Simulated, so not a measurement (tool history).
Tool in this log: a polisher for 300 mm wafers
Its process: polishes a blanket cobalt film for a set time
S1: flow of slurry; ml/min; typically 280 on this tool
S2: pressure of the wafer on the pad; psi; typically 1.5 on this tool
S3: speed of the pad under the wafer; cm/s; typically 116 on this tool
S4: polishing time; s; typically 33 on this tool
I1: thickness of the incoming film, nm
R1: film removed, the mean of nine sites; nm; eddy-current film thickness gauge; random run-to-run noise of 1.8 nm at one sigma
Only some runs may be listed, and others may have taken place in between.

run	hour	S1	S2	S3	S4	I1	R1
1	0	280	1.1	116	41	1357.3	144.2
2	23.2	280	1.7	116	33	1378.9	175.6
3	48.3	280	1.7	116	33	1366.6	170
# hour 49.9: slurry nozzle cleaned
# hour 62: worn pad replaced by a new one
4	80.9	280	1.5	116	33	1381.6	166.1
5	108.9	280	1.5	116	33	1368.5	165.1
6	121.3	280	1.9	116	33	1364.8	204
7	141.7	280	1.9	116	33	1338.5	206.4
8	219.6	280	1.5	116	40	1364	187.3
9	249.3	280	1.5	116	40	1365.6	182.6
10	269.9	280	1.5	116	33	1344.8	149.1
# hour 287.6: worn pad replaced by a new one, of another model than before
11	301.8	280	1.5	116	33	1381.4	167
12	316.7	280	1.5	116	33	1388.1	164.5
13	343.2	280	1.5	104	33	1386.7	147.9
14	359	280	1.5	104	33	1379.8	148.1
# hour 367.6: slurry nozzle cleaned
15	394.6	280	1.5	116	29	1342.9	143.8
16	413	280	1.5	116	29	1349.4	141.7
17	439.5	280	1.5	116	33	1368.9	157.3
18	466	280	1.5	116	29	1392.1	134.5
19	478.2	220	1.5	116	33	1370.5	142.6
# hour 495.7: worn pad replaced by a new one
20	506	245	2	86	27	1377.7	116.1
21	536	245	1.5	116	33	1389.7	163
22	550.7	200	1.8	150	24	1371.3	150.2
23	580.1	280	1.8	116	39	1397.9	215.5
# hour 657.3: slurry nozzle cleaned
# hour 666.5: worn pad replaced by a new one
24	669.9	365	1.8	126	45	1374.1	281.8
25	694.3	365	1.2	142	36	1363.5	203.7
# hour 713.3: head pressure recalibrated
26	715.3	350	1.5	116	33	1377.1	168.2
27	727.5	280	1.5	116	33	1382.2	167.4
28	745.2	280	1.5	116	33	1358.9	165.3
29	759.1	280	1.5	116	33	1382.1	163.1
30	784.6	330	1.5	138	33	1350	195.9
31	800.9	370	1.5	106	22	1371.9	101.1
32	823.5	380	1.5	98	28	1360.9	118
33	855.6	330	1.8	136	26	1391.4	156.3
# hour 876.6: worn pad replaced by a new one
34	888.5	280	1.7	116	33	1345.2	178.6
35	902.1	215	1.9	116	33	1354.3	171.1
36	943.2	280	1.5	116	33	1365.5	165.1

Pick out some run-to-run changes in R1. Of each, how much would a tool without hidden state show as well, from the settings, what came in and chance, and how much is left for the hidden state and any gauge scatter not in both results compared?
What the log doesn't record here: removal rate lost through wear of the pad, %; slurry flow missing at the pad, %; deviation of the head's pressure from its setpoint, %.
Run 3 -> 4: S2 1.7 -> 1.5, slurry nozzle cleaned, worn pad replaced by a new one. R1 -3.9 nm: hidden state +14.7, all else -18.6.
Run 10 -> 11: worn pad replaced by a new one, of another model than before. R1 +17.9 nm: hidden state +17.2, all else +0.7.
Run 23 -> 24: S1 280 -> 365, S3 116 -> 126, S4 39 -> 45, slurry nozzle cleaned, worn pad replaced by a new one. R1 +66.3 nm: hidden state +3.2, all else +63.1.
Run 24 -> 25: S2 1.8 -> 1.2, S3 126 -> 142, S4 45 -> 36. R1 -78.1 nm: hidden state -0.1, all else -78.
Run 30 -> 31: S1 330 -> 370, S3 138 -> 106, S4 33 -> 22. R1 -94.8 nm: hidden state +2.1, all else -96.9.
Run 33 -> 34: S1 330 -> 280, S2 1.8 -> 1.7, S3 136 -> 116, S4 26 -> 33, worn pad replaced by a new one. R1 +22.3 nm: hidden state +12.8, all else +9.5.
